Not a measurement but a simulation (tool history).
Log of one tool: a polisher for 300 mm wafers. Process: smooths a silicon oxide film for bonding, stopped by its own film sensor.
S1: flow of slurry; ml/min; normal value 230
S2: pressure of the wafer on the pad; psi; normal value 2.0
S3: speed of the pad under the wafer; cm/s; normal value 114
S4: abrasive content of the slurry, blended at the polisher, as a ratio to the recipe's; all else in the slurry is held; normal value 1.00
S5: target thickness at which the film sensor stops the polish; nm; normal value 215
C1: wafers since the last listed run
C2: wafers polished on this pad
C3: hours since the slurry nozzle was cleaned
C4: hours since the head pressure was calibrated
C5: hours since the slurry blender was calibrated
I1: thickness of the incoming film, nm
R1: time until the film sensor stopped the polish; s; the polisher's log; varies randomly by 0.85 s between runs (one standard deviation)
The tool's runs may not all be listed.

run 1 day=0.000 | S1=230 S2=2.0 S3=114 S4=1.00 S5=215 | C1=0 C2=962 C3=274.9 C4=148.6 C5=124.6 | I1=255.2 | R1=59.7
run 2 day=0.633 | S1=230 S2=2.0 S3=114 S4=1.00 S5=215 | C1=157 C2=1119 C3=290.1 C4=163.8 C5=139.8 | I1=245.8 | R1=48.6
run 3 day=2.125 | S1=230 S2=2.0 S3=114 S4=1.00 S5=215 | C1=370 C2=1489 C3=325.9 C4=199.6 C5=175.6 | I1=254.3 | R1=62.9
run 4 day=3.608 | S1=230 S2=2.0 S3=114 S4=1.00 S5=215 | C1=367 C2=1857 C3=361.5 C4=235.2 C5=211.2 | I1=251.3 | R1=59.3
-- day=3.879 worn pad replaced by a new one
-- day=4.004 slurry nozzle cleaned
run 5 day=6.871 | S1=230 S2=2.0 S3=114 S4=1.00 S5=215 | C1=757 C2=732 C3=68.8 C4=313.5 C5=289.5 | I1=250.4 | R1=55.2
run 6 day=7.388 | S1=230 S2=2.0 S3=114 S4=1.00 S5=215 | C1=128 C2=860 C3=81.2 C4=325.9 C5=301.9 | I1=250.5 | R1=54.8
-- day=7.900 slurry blender recalibrated
run 7 day=8.742 | S1=230 S2=2.0 S3=114 S4=1.00 S5=215 | C1=315 C2=1175 C3=113.7 C4=358.4 C5=20.2 | I1=253.1 | R1=63.1
run 8 day=9.996 | S1=230 S2=2.0 S3=114 S4=1.00 S5=215 | C1=311 C2=1486 C3=143.8 C4=388.5 C5=50.3 | I1=251.2 | R1=62.4
run 9 day=10.600 | S1=230 S2=2.0 S3=114 S4=1.00 S5=215 | C1=149 C2=1636 C3=158.3 C4=403.0 C5=64.8 | I1=251.5 | R1=62.6
-- day=11.179 worn pad replaced by a new one
run 10 day=11.471 | S1=230 S2=2.0 S3=114 S4=0.90 S5=215 | C1=174 C2=72 C3=179.2 C4=423.9 C5=85.7 | I1=249.2 | R1=59.7
-- day=12.362 head pressure recalibrated
run 11 day=12.725 | S1=230 S2=2.0 S3=114 S4=1.00 S5=215 | C1=290 C2=363 C3=209.3 C4=8.7 C5=115.8 | I1=249.9 | R1=51.6
run 12 day=13.679 | S1=230 S2=2.0 S3=114 S4=1.00 S5=215 | C1=236 C2=599 C3=232.2 C4=31.6 C5=138.7 | I1=248.0 | R1=49.2
run 13 day=14.592 | S1=170 S2=2.0 S3=136 S4=0.90 S5=210 | C1=226 C2=826 C3=254.1 C4=53.5 C5=160.6 | I1=251.9 | R1=62.4
run 14 day=15.171 | S1=170 S2=2.2 S3=128 S4=0.70 S5=215 | C1=143 C2=969 C3=268.0 C4=67.4 C5=174.5 | I1=249.2 | R1=59.1
run 15 day=15.712 | S1=150 S2=2.0 S3=114 S4=1.00 S5=215 | C1=134 C2=1104 C3=281.0 C4=80.4 C5=187.5 | I1=247.4 | R1=52.0
run 16 day=16.604 | S1=230 S2=2.0 S3=80 S4=1.00 S5=208 | C1=221 C2=1325 C3=302.4 C4=101.8 C5=208.9 | I1=249.1 | R1=79.3
run 17 day=17.538 | S1=230 S2=2.0 S3=78 S4=0.75 S5=215 | C1=231 C2=1557 C3=324.8 C4=124.2 C5=231.3 | I1=250.0 | R1=87.2
run 18 day=18.117 | S1=230 S2=2.0 S3=114 S4=1.00 S5=215 | C1=143 C2=1700 C3=338.7 C4=138.1 C5=245.2 | I1=248.4 | R1=53.0
-- day=19.242 worn pad replaced by a new one
-- day=19.912 slurry nozzle cleaned
-- day=21.825 slurry blender recalibrated
run 19 day=22.075 | S1=230 S2=2.0 S3=114 S4=1.00 S5=215 | C1=909 C2=672 C3=51.9 C4=233.1 C5=6.0 | I1=252.4 | R1=58.2
run 20 day=23.350 | S1=230 S2=2.0 S3=114 S4=1.00 S5=221 | C1=316 C2=988 C3=82.5 C4=263.7 C5=36.6 | I1=251.7 | R1=48.2
run 21 day=24.829 | S1=290 S2=2.0 S3=114 S4=0.80 S5=215 | C1=366 C2=1355 C3=118.0 C4=299.2 C5=72.1 | I1=252.3 | R1=70.0
run 22 day=25.662 | S1=230 S2=2.0 S3=114 S4=1.00 S5=221 | C1=206 C2=1562 C3=138.0 C4=319.2 C5=92.1 | I1=250.7 | R1=50.4
run 23 day=26.208 | S1=230 S2=2.0 S3=140 S4=1.00 S5=215 | C1=135 C2=1697 C3=151.1 C4=332.3 C5=105.2 | I1=248.7 | R1=52.6
run 24 day=27.021 | S1=205 S2=2.0 S3=114 S4=1.10 S5=203 | C1=201 C2=1899 C3=170.6 C4=351.8 C5=124.7 | I1=250.2 | R1=80.5
run 25 day=27.538 | S1=230 S2=2.0 S3=96 S4=1.15 S5=215 | C1=128 C2=2027 C3=183.0 C4=364.2 C5=137.1 | I1=250.5 | R1=67.4
-- day=28.125 worn pad replaced by a new one
run 26 day=28.525 | S1=230 S2=2.0 S3=114 S4=1.10 S5=215 | C1=203 C2=99 C3=206.7 C4=387.9 C5=160.8 | I1=249.7 | R1=52.5
run 27 day=29.425 | S1=230 S2=1.8 S3=76 S4=1.10 S5=206 | C1=223 C2=322 C3=228.3 C4=409.5 C5=182.4 | I1=253.8 | R1=98.3
run 28 day=30.696 | S1=200 S2=1.3 S3=114 S4=0.90 S5=223 | C1=315 C2=638 C3=258.8 C4=440.0 C5=212.9 | I1=253.9 | R1=82.1
run 29 day=31.746 | S1=230 S2=2.5 S3=74 S4=1.25 S5=212 | C1=260 C2=898 C3=284.0 C4=465.2 C5=238.1 | I1=248.6 | R1=57.1

5 options for the next run, each taken on its own from the tool as it stands now. Forecast them:
run A day=31.762 | S1=180 S2=2.0 S3=114 S4=1.00 S5=215 | C1=4 C2=902 C3=284.4 C4=465.6 C5=238.5 | I1=250.6 | R1=?
run B day=31.762 | S1=230 S2=2.2 S3=86 S4=0.85 S5=209 | C1=4 C2=902 C3=284.4 C4=465.6 C5=238.5 | I1=250.6 | R1=?
run C day=31.762 | S1=230 S2=1.5 S3=114 S4=1.00 S5=215 | C1=4 C2=902 C3=284.4 C4=465.6 C5=238.5 | I1=250.6 | R1=?
run D day=31.762 | S1=230 S2=1.6 S3=114 S4=1.10 S5=215 | C1=4 C2=902 C3=284.4 C4=465.6 C5=238.5 | I1=250.6 | R1=?
run E day=31.762 | S1=230 S2=2.0 S3=96 S4=1.00 S5=215 | C1=4 C2=902 C3=284.4 C4=465.6 C5=238.5 | I1=250.6 | R1=?

run=A R1=61.7
run=B R1=83.6
run=C R1=77.1
run=D R1=68.9
run=E R1=65.9
Stripped of hidden state, with their random variation kept, the same runs would have yielded:
run=A R1=52.8
run=B R1=71.5
run=C R1=65.9
run=D R1=59.0
run=E R1=56.4

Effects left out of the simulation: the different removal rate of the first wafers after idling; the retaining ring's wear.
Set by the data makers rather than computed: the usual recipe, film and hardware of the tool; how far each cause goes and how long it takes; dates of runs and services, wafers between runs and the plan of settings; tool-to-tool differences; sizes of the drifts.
